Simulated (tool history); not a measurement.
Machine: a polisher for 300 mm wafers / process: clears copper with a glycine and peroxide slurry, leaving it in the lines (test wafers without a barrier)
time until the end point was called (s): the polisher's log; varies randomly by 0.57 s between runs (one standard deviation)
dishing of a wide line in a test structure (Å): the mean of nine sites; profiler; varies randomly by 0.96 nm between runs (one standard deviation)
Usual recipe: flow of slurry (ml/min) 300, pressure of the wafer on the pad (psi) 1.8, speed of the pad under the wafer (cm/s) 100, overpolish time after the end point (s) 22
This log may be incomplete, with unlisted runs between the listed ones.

run    hour  flow of slurry (ml/min)  pressure of the wafer on the pad (psi)  speed of the pad under the wafer (cm/s)  overpolish time after the end point (s)  wafers since the last listed run  wafers polished on this pad  hours since the slurry nozzle was cleaned  hours since the head pressure was calibrated  incoming thickness of the incoming film, nm  time until the end point was called (s)  dishing of a wide line in a test structure (Å)
  1       0                      325                                     1.8                                      100                                       13                                 0                         2183                                      446.8                                        1033.7                                        293.6                                     61.2                                             349
  2    27.9                      325                                     1.8                                      100                                       13                               318                         2502                                      474.7                                        1061.6                                        296.4                                     61.8                                             363
  3    56.7                      325                                     1.8                                      100                                       13                               329                         2832                                      503.5                                        1090.4                                        294.9                                     60.5                                             352
  4    84.8                      300                                     1.5                                      100                                       22                               321                         3153                                      531.6                                        1118.5                                        300.7                                     71.9                                             443
      111.1  -- worn pad replaced by a new one
  5   112.6                      300                                     1.8                                      100                                       22                               272                           17                                      559.4                                        1146.3                                          299                                       63                                             482
      115.6  -- slurry nozzle cleaned
  6   128.8                      300                                     1.8                                      100                                       22                               173                          190                                       13.2                                        1162.5                                          291                                     60.7                                             460
  7     158                      300                                     1.8                                      100                                       22                               333                          524                                       42.4                                        1191.7                                          297                                       62                                             465
  8   193.9                      300                                     1.8                                      100                                       22                               410                          935                                       78.3                                        1227.6                                        295.8                                       62                                             488
  9   215.4                      300                                     1.8                                      128                                       22                               245                         1180                                       99.8                                        1249.1                                        294.6                                     53.7                                             475
 10   250.4                      300                                     1.8                                      128                                       22                               400                         1580                                      134.8                                        1284.1                                        295.2                                     54.3                                             478
      279.2  -- head pressure recalibrated
 11   280.2                      300                                     1.8                                      100                                       22                               317                         1898                                      164.6                                             1                                        297.1                                     66.1                                             472
 12   311.3                      195                                     1.8                                      100                                       22                               355                         2254                                      195.7                                          32.1                                        292.7                                     67.5                                             438
 13   332.9                      355                                     2.2                                      128                                       22                               246                         2501                                      217.3                                          53.7                                        297.1                                     50.1                                             498
 14     355                      400                                     1.8                                      100                                       22                               252                         2753                                      239.4                                          75.8                                        298.3                                     65.1                                             452
 15   374.2                      325                                     1.8                                      100                                       13                               219                         2973                                      258.6                                            95                                        296.2                                     66.1                                             349
 16     398                      300                                     1.2                                       76                                       22                               272                         3245                                      282.4                                         118.8                                        292.6                                       96                                             368
      421.4  -- worn pad replaced by a new one
 17   427.6                      235                                     2.3                                      100                                       14                               292                           70                                        312                                         148.4                                        293.3                                     54.5                                             388
 18   451.7                      360                                       2                                      100                                       22                               275                          346                                      336.1                                         172.5                                        291.1                                       58                                             464
 19   482.4                      300                                     1.8                                      134                                       22                               350                          697                                      366.8                                         203.2                                        299.5                                     56.1                                             490
 20     547                      300                                     1.8                                      124                                       22                               738                         1435                                      431.4                                         267.8                                        292.2                                     56.4                                             486
 21   578.3                      400                                     1.8                                      100                                       22                               357                         1793                                      462.7                                         299.1                                        291.8                                     62.1                                             480
 22   600.6                      300                                     1.8                                      110                                       30                               254                         2048                                        485                                         321.4                                        297.2                                     61.9                                             527
 23   620.1                      300                                     1.8                                      100                                       22                               222                         2271                                      504.5                                         340.9                                        292.5                                     62.8                                             461
      668.9  -- worn pad replaced by a new one
      691.7  -- slurry nozzle cleaned
 24   718.2                      300                                     1.8                                      132                                       22                              1064                          551                                       26.5                                           439                                        292.8                                     53.6                                             475
 25   749.4                      340                                     1.8                                      100                                       28                               356                          908                                       57.7                                         470.2                                        294.1                                     61.6                                             520
 26   775.3                      300                                     1.8                                       84                                       29                               296                         1204                                       83.6                                         496.1                                          295                                     66.7                                             532
 27   806.4                      300                                     2.1                                      100                                       22                               355                         1559                                      114.7                                         527.2                                          290                                     54.1                                             504
 28   841.8                      300                                     1.8                                      100                                       22                               404                         1964                                      150.1                                         562.6                                        288.5                                     61.2                                             477
 29   859.6                      300                                     1.8                                       70                                       22                               203                         2167                                      167.9                                         580.4                                        293.1                                     70.8                                             444
 30   874.5                      300                                     1.8                                       74                                       22                               170                         2338                                      182.8                                         595.3                                        300.3                                     71.8                                             466
 31   887.7                      300                                     2.1                                       78                                       14                               150                         2489                                        196                                         608.5                                        290.6                                     60.4                                             384
 32   920.2                      385                                     1.8                                      100                                       33                               371                         2860                                      228.5                                           641                                          299                                     60.7                                             562
      957.2  -- worn pad replaced by a new one
 33  1011.3                      300                                     1.5                                       84                                       29                               995                          618                                      319.6                                         732.1                                        297.2                                     76.2                                             481
 34  1041.1                      215                                     1.8                                      100                                       22                               340                          958                                      349.4                                         761.9                                        297.4                                     64.5                                             443

What was the tool's hidden state at every run in the log?
removal rate lost through wear of the pad, %: 0 in every run
slurry flow missing at the pad, %: 0 in every run
H1: deviation of the head's pressure from its setpoint, %
run     H1
  1     11
  2   11.1
  3   11.1
  4   11.2
  5   11.3
  6   11.3
  7   11.3
  8   11.4
  9   11.4
 10   11.5
 11  0.211
 12    1.1
 13   1.68
 14   2.24
 15   2.71
 16   3.26
 17    3.9
 18   4.39
 19   4.97
 20   6.08
 21   6.55
 22   6.87
 23   7.14
 24   8.31
 25   8.62
 26   8.87
 27   9.15
 28   9.44
 29   9.58
 30   9.69
 31   9.79
 32     10
 33   10.5
 34   10.7

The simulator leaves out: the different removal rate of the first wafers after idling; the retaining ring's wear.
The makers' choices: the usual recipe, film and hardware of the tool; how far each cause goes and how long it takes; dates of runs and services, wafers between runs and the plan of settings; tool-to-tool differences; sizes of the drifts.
